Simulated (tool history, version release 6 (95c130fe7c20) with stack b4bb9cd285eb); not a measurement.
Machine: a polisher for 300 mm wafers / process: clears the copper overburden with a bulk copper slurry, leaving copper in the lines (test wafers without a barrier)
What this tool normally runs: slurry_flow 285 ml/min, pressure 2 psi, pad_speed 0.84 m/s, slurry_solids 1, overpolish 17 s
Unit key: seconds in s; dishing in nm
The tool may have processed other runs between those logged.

run	hour	slurry_flow	pressure	pad_speed	slurry_solids	overpolish	incoming thickness of the incoming film, nm	seconds	dishing
1	0	285	2.3	0.84	1	20	714.9	122.8	59.7
2	45.4	285	2	0.84	1	17	703.2	132.9	50.6
3	116.9	285	2	0.84	1	17	695.8	128.9	51.4
4	196.8	285	2	0.84	1	17	699.6	133.3	47.9
# hour 212.8: slurry nozzle cleaned
# hour 226.1: head pressure recalibrated
5	248.1	285	2	0.84	1.2	17	709.6	124	52.3
# hour 317.9: slurry blender recalibrated
6	353.1	285	2	0.84	1.2	17	691.9	120.3	50.6
# hour 399.9: worn pad replaced by a new one
7	448.3	285	2	0.84	1.2	17	708.6	123.8	52
8	497.7	285	2	0.84	1	17	696.7	126.1	48.8
9	573.2	285	2	0.84	1	17	706.2	130.8	50.5
# hour 757.8: head pressure recalibrated
10	845.4	285	2	0.84	1	17	689.8	126.8	49.2
# hour 886.6: slurry blender recalibrated
11	887.1	285	2	0.84	1	17	705.4	134.4	47.9
# hour 960.8: worn pad replaced by a new one
12	972.4	285	2	0.72	1	17	685.4	149	43.7
13	1028.5	285	2	0.84	1	17	704	133.6	47.7
14	1092.9	285	2	0.84	1	17	705.3	139.6	47.2
# hour 1129.7: slurry nozzle cleaned
15	1144.8	285	2	0.84	1	17	705.1	126.3	51
# hour 1297.4: head pressure recalibrated
# hour 1359.7: slurry blender recalibrated
16	1404.7	285	1.7	0.84	1.1	17	709.1	137.9	49
17	1468.5	385	1.3	0.84	1	17	706.6	159.1	40.9
18	1505.5	285	2	0.96	1	17	699.8	114.2	56.2
# hour 1532.5: worn pad replaced by a new one
19	1598	285	2	0.62	1.25	25	693.5	155	57.1
20	1680.3	375	1.4	0.84	0.85	27	709.5	164.9	58.3
21	1745.5	320	2	0.84	1	17	707.1	129.2	49.6
# hour 1814.4: slurry blender recalibrated
22	1850.1	285	1.6	0.84	1.25	17	696.6	140.1	45.7
# hour 1853.7: head pressure recalibrated
# hour 1893.4: slurry nozzle cleaned
23	1955	185	2	1.12	1.2	23	690.2	97.6	70.7
# hour 2044.4: worn pad replaced by a new one
24	2049.6	285	2	0.84	1	21	697.2	128.1	58.8
25	2143.6	200	2	0.84	1	17	692.4	129.9	48.7
26	2193.1	285	2	0.84	1	17	705.3	123.8	49.5
27	2287.1	285	1.8	0.84	0.75	17	688.3	142.3	45.6
28	2364.1	285	2	0.84	1	17	698.5	129.8	49.7
# hour 2376.3: slurry blender recalibrated
# hour 2431.7: head pressure recalibrated
29	2445.2	285	2	0.84	1.2	13	698	123.6	42.2

Predict each of these 3 candidate next runs independently; none follows another, all start after run 29:
A	2445.7	285	2	0.84	0.9	17	698.6	?	?
B	2445.7	240	2.4	0.92	1.1	17	698.6	?	?
C	2445.7	285	2	0.84	1.25	17	698.6	?	?

run	seconds	dishing
A	134.3	50.1
B	106.6	59.7
C	123	53.2
What these runs would have given with no unlogged condition in the tool:
run	seconds	dishing
A	131.6	50.8
B	104	60.6
C	120.5	54
